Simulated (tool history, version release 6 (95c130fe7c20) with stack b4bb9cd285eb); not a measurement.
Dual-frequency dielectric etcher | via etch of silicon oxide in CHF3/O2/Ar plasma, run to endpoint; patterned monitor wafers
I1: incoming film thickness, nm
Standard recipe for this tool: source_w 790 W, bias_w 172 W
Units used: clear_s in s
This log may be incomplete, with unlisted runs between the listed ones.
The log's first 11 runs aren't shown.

Run 12, hour 1123.5: usual settings but source_w 640 W, bias_w 188 W; I1 535.5. Result: clear_s 277.4 s.
At hour 1167.5: upper electrode replaced.
Run 13, hour 1168: usual settings but source_w 640 W, bias_w 188 W; I1 535.2. Result: clear_s 275.9 s.
Run 14, hour 1206.9: usual settings but source_w 910 W; I1 521.4. Result: clear_s 237.7 s.
Run 15, hour 1301: usual settings; I1 538. Result: clear_s 260 s.
Run 16, hour 1360.7: usual settings; I1 532.5. Result: clear_s 255.3 s.
Run 17, hour 1422.3: usual settings; I1 537. Result: clear_s 259.6 s.
At hour 1595.5: wet clean of the chamber.
At hour 1680.1: source power generator calibrated.
Run 18, hour 1746: usual settings but source_w 690 W; I1 530.2. Result: clear_s 275.2 s.
Run 19, hour 1811.2: usual settings but source_w 980 W, bias_w 183 W; I1 533.1. Result: clear_s 235 s.
Run 20, hour 1874.7: usual settings; I1 536.5. Result: clear_s 263.4 s.
Run 21, hour 1978.4: usual settings but source_w 700 W, bias_w 215 W; I1 534.2. Result: clear_s 256.2 s.
Run 22, hour 2052.5: usual settings but source_w 600 W, bias_w 204 W; I1 531. Result: clear_s 274.7 s.
Run 23, hour 2144.8: usual settings but source_w 590 W; I1 533.3. Result: clear_s 288.3 s.
Run 24, hour 2210.5: usual settings but source_w 660 W; I1 531.7. Result: clear_s 273.6 s.
At hour 2260.3: wet clean of the chamber.
Run 25, hour 2260.8: usual settings; I1 529.6. Result: clear_s 264.4 s.
Run 26, hour 2350.9: usual settings but source_w 720 W, bias_w 206 W; I1 535.5. Result: clear_s 263.7 s.
Run 27, hour 2448.5: usual settings; I1 530.1. Result: clear_s 263.3 s.
Run 28, hour 2490.5: usual settings but source_w 630 W, bias_w 212 W; I1 530.8. Result: clear_s 271.8 s.
Run 29, hour 2592.4: usual settings but source_w 590 W, bias_w 137 W; I1 534. Result: clear_s 318.1 s.
Run 30, hour 2843.6: usual settings but source_w 890 W, bias_w 156 W; I1 533.6. Result: clear_s 251 s.
Run 31, hour 2931.1: usual settings; I1 532.8. Result: clear_s 255.7 s.
Run 32, hour 3025.8: usual settings; I1 526.3. Result: clear_s 250.1 s.
At hour 3090.1: wet clean of the chamber.
Run 33, hour 3090.6: usual settings but source_w 640 W, bias_w 200 W; I1 535.9. Result: clear_s 277.2 s.
Run 34, hour 3278.2: usual settings but source_w 930 W, bias_w 214 W; I1 527.8. Result: clear_s 229.1 s.
Run 35, hour 3375.6: usual settings but source_w 940 W, bias_w 188 W; I1 530.8. Result: clear_s 233 s.

Consider 4 possible next runs. They are alternatives, not a sequence: every one starts from the tool as it was left by run 35. What does each give?
Run A, hour 3376.1: usual settings; I1 528.5. Result: clear_s ?.
Run B, hour 3376.1: usual settings but source_w 620 W, bias_w 157 W; I1 528.5. Result: clear_s ?.
Run C, hour 3376.1: usual settings but source_w 850 W, bias_w 200 W; I1 528.5. Result: clear_s ?.
Run D, hour 3376.1: usual settings but source_w 590 W, bias_w 195 W; I1 528.5. Result: clear_s ?.

run  clear_s
  A    257.8
  B    293.3
  C    239.5
  D    281.4
Had the tool no hidden state, the same runs would have come out as:
run  clear_s
  A    261.4
  B    297.4
  C    242.8
  D    285.4
